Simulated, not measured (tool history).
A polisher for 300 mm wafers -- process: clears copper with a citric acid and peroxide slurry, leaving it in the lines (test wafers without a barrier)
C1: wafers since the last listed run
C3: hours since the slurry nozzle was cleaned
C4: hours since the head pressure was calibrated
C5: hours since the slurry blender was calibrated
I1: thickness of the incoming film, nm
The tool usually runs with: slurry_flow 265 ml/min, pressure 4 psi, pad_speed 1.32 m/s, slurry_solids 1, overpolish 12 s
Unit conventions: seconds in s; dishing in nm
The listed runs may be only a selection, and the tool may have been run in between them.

{"run": 1, "hour": 0.0, "slurry_flow": 265, "pressure": 4, "pad_speed": 1.32, "slurry_solids": 1, "overpolish": 15, "C1": 0, "wafers polished on this pad": 824, "C3": 67.3, "C4": 1026.7, "C5": 230.7, "I1": 335.3, "seconds": 77.3, "dishing": 44.4}
{"run": 2, "hour": 9.9, "slurry_flow": 265, "pressure": 4, "pad_speed": 1.32, "slurry_solids": 1, "overpolish": 15, "C1": 136, "wafers polished on this pad": 960, "C3": 77.2, "C4": 1036.6, "C5": 240.6, "I1": 337.7, "seconds": 80.2, "dishing": 44.1}
{"run": 3, "hour": 26.8, "slurry_flow": 265, "pressure": 4, "pad_speed": 1.32, "slurry_solids": 1, "overpolish": 12, "C1": 232, "wafers polished on this pad": 1193, "C3": 94.1, "C4": 1053.5, "C5": 257.5, "I1": 335, "seconds": 79.9, "dishing": 36.1}
{"hour": 32.5, "done": "head pressure recalibrated"}
{"run": 4, "hour": 41.8, "slurry_flow": 265, "pressure": 4, "pad_speed": 1.32, "slurry_solids": 1, "overpolish": 12, "C1": 179, "wafers polished on this pad": 1372, "C3": 109.1, "C4": 9.3, "C5": 272.5, "I1": 332.1, "seconds": 74.5, "dishing": 38}
{"hour": 47.1, "done": "worn pad replaced by a new one"}
{"run": 5, "hour": 54.3, "slurry_flow": 265, "pressure": 3.2, "pad_speed": 1.32, "slurry_solids": 1, "overpolish": 12, "C1": 117, "wafers polished on this pad": 99, "C3": 121.6, "C4": 21.8, "C5": 285, "I1": 337.1, "seconds": 83, "dishing": 35.2}
{"run": 6, "hour": 63.3, "slurry_flow": 265, "pressure": 3.2, "pad_speed": 1.32, "slurry_solids": 1, "overpolish": 12, "C1": 124, "wafers polished on this pad": 223, "C3": 130.6, "C4": 30.8, "C5": 294, "I1": 336.4, "seconds": 84.2, "dishing": 35.9}
{"run": 7, "hour": 73.4, "slurry_flow": 265, "pressure": 3.2, "pad_speed": 1.32, "slurry_solids": 1, "overpolish": 12, "C1": 139, "wafers polished on this pad": 362, "C3": 140.7, "C4": 40.9, "C5": 304.1, "I1": 333, "seconds": 81.6, "dishing": 34.9}
{"run": 8, "hour": 89.5, "slurry_flow": 265, "pressure": 4, "pad_speed": 1.32, "slurry_solids": 1, "overpolish": 7, "C1": 221, "wafers polished on this pad": 584, "C3": 156.8, "C4": 57, "C5": 320.2, "I1": 334.6, "seconds": 74, "dishing": 24.3}
{"run": 9, "hour": 96.4, "slurry_flow": 265, "pressure": 4, "pad_speed": 1.32, "slurry_solids": 1, "overpolish": 12, "C1": 95, "wafers polished on this pad": 679, "C3": 163.7, "C4": 63.9, "C5": 327.1, "I1": 335, "seconds": 73.2, "dishing": 38.8}
{"run": 10, "hour": 128.0, "slurry_flow": 265, "pressure": 3, "pad_speed": 1.32, "slurry_solids": 1, "overpolish": 9, "C1": 435, "wafers polished on this pad": 1114, "C3": 195.3, "C4": 95.5, "C5": 358.7, "I1": 335.9, "seconds": 88.1, "dishing": 25.8}
{"run": 11, "hour": 134.9, "slurry_flow": 265, "pressure": 3.2, "pad_speed": 1.32, "slurry_solids": 1, "overpolish": 12, "C1": 95, "wafers polished on this pad": 1209, "C3": 202.2, "C4": 102.4, "C5": 365.6, "I1": 335.6, "seconds": 85.6, "dishing": 33.6}
{"hour": 149.1, "done": "worn pad replaced by a new one"}
{"run": 12, "hour": 149.6, "slurry_flow": 265, "pressure": 4, "pad_speed": 1.66, "slurry_solids": 1.2, "overpolish": 12, "C1": 147, "wafers polished on this pad": 7, "C3": 216.9, "C4": 117.1, "C5": 380.3, "I1": 329.1, "seconds": 58.2, "dishing": 47.8}
{"run": 13, "hour": 159.4, "slurry_flow": 265, "pressure": 4, "pad_speed": 1.32, "slurry_solids": 1.2, "overpolish": 12, "C1": 135, "wafers polished on this pad": 142, "C3": 226.7, "C4": 126.9, "C5": 390.1, "I1": 333, "seconds": 68, "dishing": 41.1}
{"run": 14, "hour": 175.4, "slurry_flow": 265, "pressure": 3.5, "pad_speed": 1.32, "slurry_solids": 1.2, "overpolish": 12, "C1": 220, "wafers polished on this pad": 363, "C3": 242.7, "C4": 142.9, "C5": 406.1, "I1": 335.4, "seconds": 74.7, "dishing": 38}
{"hour": 181.2, "done": "slurry nozzle cleaned"}
{"run": 15, "hour": 187.7, "slurry_flow": 290, "pressure": 4, "pad_speed": 1.72, "slurry_solids": 1, "overpolish": 7, "C1": 155, "wafers polished on this pad": 518, "C3": 6.5, "C4": 155.2, "C5": 418.4, "I1": 336.4, "seconds": 61.3, "dishing": 28.9}
{"run": 16, "hour": 199.5, "slurry_flow": 170, "pressure": 3.2, "pad_speed": 1.32, "slurry_solids": 0.9, "overpolish": 15, "C1": 162, "wafers polished on this pad": 681, "C3": 18.3, "C4": 167, "C5": 430.2, "I1": 331.9, "seconds": 93.2, "dishing": 39.2}
{"hour": 202.0, "done": "slurry blender recalibrated"}
{"run": 17, "hour": 212.1, "slurry_flow": 265, "pressure": 4, "pad_speed": 1.32, "slurry_solids": 1, "overpolish": 12, "C1": 146, "wafers polished on this pad": 827, "C3": 30.9, "C4": 179.6, "C5": 10.1, "I1": 340.3, "seconds": 75.7, "dishing": 38.9}
{"run": 18, "hour": 238.9, "slurry_flow": 265, "pressure": 4, "pad_speed": 1.32, "slurry_solids": 0.8, "overpolish": 12, "C1": 369, "wafers polished on this pad": 1196, "C3": 57.7, "C4": 206.4, "C5": 36.9, "I1": 330.6, "seconds": 80.6, "dishing": 36.4}
{"run": 19, "hour": 254.9, "slurry_flow": 265, "pressure": 4, "pad_speed": 1.6, "slurry_solids": 1, "overpolish": 19, "C1": 220, "wafers polished on this pad": 1417, "C3": 73.7, "C4": 222.4, "C5": 52.9, "I1": 329.9, "seconds": 66, "dishing": 60.7}
{"run": 20, "hour": 263.6, "slurry_flow": 265, "pressure": 4, "pad_speed": 1.32, "slurry_solids": 1, "overpolish": 12, "C1": 119, "wafers polished on this pad": 1536, "C3": 82.4, "C4": 231.1, "C5": 61.6, "I1": 334.5, "seconds": 76.1, "dishing": 38.1}
{"hour": 275.2, "done": "worn pad replaced by a new one"}
{"run": 21, "hour": 280.6, "slurry_flow": 225, "pressure": 4.7, "pad_speed": 1.06, "slurry_solids": 1, "overpolish": 12, "C1": 179, "wafers polished on this pad": 74, "C3": 99.4, "C4": 248.1, "C5": 78.6, "I1": 333.5, "seconds": 76.8, "dishing": 38.1}
{"run": 22, "hour": 298.2, "slurry_flow": 265, "pressure": 3.6, "pad_speed": 1.72, "slurry_solids": 1.1, "overpolish": 18, "C1": 242, "wafers polished on this pad": 317, "C3": 117, "C4": 265.7, "C5": 96.2, "I1": 329.8, "seconds": 62.9, "dishing": 61.1}
{"run": 23, "hour": 305.5, "slurry_flow": 265, "pressure": 4, "pad_speed": 1.06, "slurry_solids": 1, "overpolish": 12, "C1": 100, "wafers polished on this pad": 417, "C3": 124.3, "C4": 273, "C5": 103.5, "I1": 330.9, "seconds": 83.7, "dishing": 35}
{"run": 24, "hour": 316.7, "slurry_flow": 220, "pressure": 4, "pad_speed": 1.32, "slurry_solids": 1, "overpolish": 12, "C1": 154, "wafers polished on this pad": 572, "C3": 135.5, "C4": 284.2, "C5": 114.7, "I1": 333.8, "seconds": 75.4, "dishing": 37.7}
{"run": 25, "hour": 325.6, "slurry_flow": 265, "pressure": 4, "pad_speed": 1.32, "slurry_solids": 1, "overpolish": 12, "C1": 122, "wafers polished on this pad": 694, "C3": 144.4, "C4": 293.1, "C5": 123.6, "I1": 332.5, "seconds": 72.7, "dishing": 38.7}
{"run": 26, "hour": 367.5, "slurry_flow": 265, "pressure": 4, "pad_speed": 1.32, "slurry_solids": 1, "overpolish": 12, "C1": 577, "wafers polished on this pad": 1272, "C3": 186.3, "C4": 335, "C5": 165.5, "I1": 337.4, "seconds": 77.5, "dishing": 37.7}
{"run": 27, "hour": 384.1, "slurry_flow": 265, "pressure": 4, "pad_speed": 0.88, "slurry_solids": 1, "overpolish": 16, "C1": 228, "wafers polished on this pad": 1500, "C3": 202.9, "C4": 351.6, "C5": 182.1, "I1": 338.7, "seconds": 99.5, "dishing": 38}
{"hour": 391.9, "done": "worn pad replaced by a new one"}
{"run": 28, "hour": 397.6, "slurry_flow": 265, "pressure": 4, "pad_speed": 1.32, "slurry_solids": 1, "overpolish": 12, "C1": 130, "wafers polished on this pad": 78, "C3": 216.4, "C4": 365.1, "C5": 195.6, "I1": 330.3, "seconds": 72.4, "dishing": 38.4}
{"run": 29, "hour": 403.7, "slurry_flow": 220, "pressure": 2.9, "pad_speed": 1.32, "slurry_solids": 1.1, "overpolish": 12, "C1": 84, "wafers polished on this pad": 162, "C3": 222.5, "C4": 371.2, "C5": 201.7, "I1": 339.5, "seconds": 89.6, "dishing": 33.2}

Forecast each of these 3 alternatives for the next run:
{"run": "A", "hour": 404.1, "slurry_flow": 265, "pressure": 4, "pad_speed": 1.32, "slurry_solids": 1, "overpolish": 18, "C1": 5, "wafers polished on this pad": 167, "C3": 222.9, "C4": 371.6, "C5": 202.1, "I1": 339.2, "seconds": "?", "dishing": "?"}
{"run": "B", "hour": 404.1, "slurry_flow": 195, "pressure": 4, "pad_speed": 1.32, "slurry_solids": 1, "overpolish": 12, "C1": 5, "wafers polished on this pad": 167, "C3": 222.9, "C4": 371.6, "C5": 202.1, "I1": 339.2, "seconds": "?", "dishing": "?"}
{"run": "C", "hour": 404.1, "slurry_flow": 265, "pressure": 5.2, "pad_speed": 1.32, "slurry_solids": 1, "overpolish": 12, "C1": 5, "wafers polished on this pad": 167, "C3": 222.9, "C4": 371.6, "C5": 202.1, "I1": 339.2, "seconds": "?", "dishing": "?"}

run=A seconds=77 dishing=55
run=B seconds=79.9 dishing=38.1
run=C seconds=64.9 dishing=45.9
With the hidden condition removed and each run's random variation left untouched, the same runs would have given:
run=A seconds=73.1 dishing=57.5
run=B seconds=75.8 dishing=39.9
run=C seconds=61.6 dishing=48.1

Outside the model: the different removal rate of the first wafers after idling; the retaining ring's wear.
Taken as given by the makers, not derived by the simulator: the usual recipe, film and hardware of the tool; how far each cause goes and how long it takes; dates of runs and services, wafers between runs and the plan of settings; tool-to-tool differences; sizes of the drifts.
